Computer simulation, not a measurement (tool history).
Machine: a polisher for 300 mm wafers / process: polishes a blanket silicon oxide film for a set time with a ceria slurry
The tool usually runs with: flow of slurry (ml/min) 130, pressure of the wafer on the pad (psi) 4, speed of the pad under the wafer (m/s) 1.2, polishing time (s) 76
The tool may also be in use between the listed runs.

run     day  flow of slurry (ml/min)  pressure of the wafer on the pad (psi)  speed of the pad under the wafer (m/s)  polishing time (s)  wafers since the last listed run  wafers polished on this pad  hours since the slurry nozzle was cleaned  hours since the head pressure was calibrated  incoming thickness of the incoming film, nm  film removed (Å)
  1       0                      145                                       4                                     1.2                  83                                 0                         1790                                      338.7                                           406                                       1441.3              6080
      1.212  -- slurry nozzle cleaned
  2   3.571                      145                                       4                                     1.2                  83                               654                         2444                                       56.6                                         491.7                                       1429.8              6105
      6.654  -- worn pad replaced by a new one
  3   6.675                       95                                       4                                     1.2                  76                               544                            3                                      131.1                                         566.2                                       1455.7              5080
      9.608  -- head pressure recalibrated
  4   9.854                       95                                       4                                     1.2                  76                               574                          578                                      207.4                                           5.9                                       1441.5              4944
  5  12.683                      130                                       4                                     1.2                  76                               524                         1102                                      275.3                                          73.8                                       1445.5              5301
  6   15.55                      130                                       4                                     1.2                  76                               531                         1634                                      344.1                                         142.6                                         1465              5338
     16.488  -- slurry nozzle cleaned
  7  18.733                      130                                       4                                     1.2                  76                               582                         2217                                       53.9                                           219                                       1467.2              5325
     20.875  -- worn pad replaced by a new one
  8  21.521                      130                                       4                                     1.2                  76                               486                          119                                      120.8                                         285.9                                       1465.4              5300
  9  25.471                      155                                       4                                     1.2                  67                               732                          852                                      215.6                                         380.7                                       1475.5              4950
 10  29.196                      155                                       4                                     1.2                  67                               690                         1543                                        305                                         470.1                                       1479.5              4935
     30.525  -- slurry nozzle cleaned
 11   31.85                      155                                       4                                     1.2                  67                               484                         2028                                       31.8                                         533.8                                       1441.1              5081
     33.954  -- head pressure recalibrated
 12  34.842                      130                                       4                                     1.2                  76                               539                         2567                                      103.6                                          21.3                                       1465.3              5252
     36.296  -- worn pad replaced by a new one
 13  36.825                      130                                       4                                     1.2                  76                               336                           98                                      151.2                                          68.9                                         1466              5331
 14  39.533                      130                                       4                                     1.2                  76                               502                          600                                      216.2                                         133.9                                       1439.6              5244
 15  42.592                      130                                       4                                     1.2                  53                               567                         1168                                      289.6                                         207.3                                       1432.4              3720
     45.271  -- slurry nozzle cleaned
 16  46.125                      130                                       5                                       1                  76                               647                         1815                                       20.5                                         292.1                                       1442.6              5625
 17  49.833                      130                                       4                                    1.54                  76                               687                         2503                                      109.5                                         381.1                                       1454.3              6883
     50.588  -- worn pad replaced by a new one, of another model than before
 18  51.883                      130                                       4                                    0.86                  76                               349                          240                                      158.7                                         430.3                                       1428.7              4550
 19  55.471                      160                                     4.6                                    1.62                  51                               665                          905                                      244.8                                         516.4                                       1462.7              4983
     57.938  -- head pressure recalibrated
 20  58.308                      130                                     4.8                                    1.44                  92                               510                         1416                                      312.9                                           8.9                                       1468.8              8123
     59.854  -- slurry nozzle cleaned
 21  60.388                      130                                       4                                     1.2                  76                               377                         1794                                       12.8                                          58.8                                       1441.8              5282
 22  62.067                      160                                     4.6                                    1.62                  51                               311                         2106                                       53.1                                          99.1                                         1451              4808
 23  64.929                      115                                     3.4                                     1.2                  53                               530                         2637                                      121.8                                         167.8                                       1454.2              3243
     65.942  -- worn pad replaced by a new one
 24    68.7                      110                                     3.5                                     1.4                  58                               668                          511                                      212.3                                         258.3                                       1454.5              3977

The next listed run, before its measurement:
 25  71.888                      130                                     2.8                                     1.2                  76                               591                         1102                                      288.8                                         334.8                                       1475.5                 ?

film removed (Å): 4325
With no hidden state in the tool, this same run would have given film removed (Å) 4305.

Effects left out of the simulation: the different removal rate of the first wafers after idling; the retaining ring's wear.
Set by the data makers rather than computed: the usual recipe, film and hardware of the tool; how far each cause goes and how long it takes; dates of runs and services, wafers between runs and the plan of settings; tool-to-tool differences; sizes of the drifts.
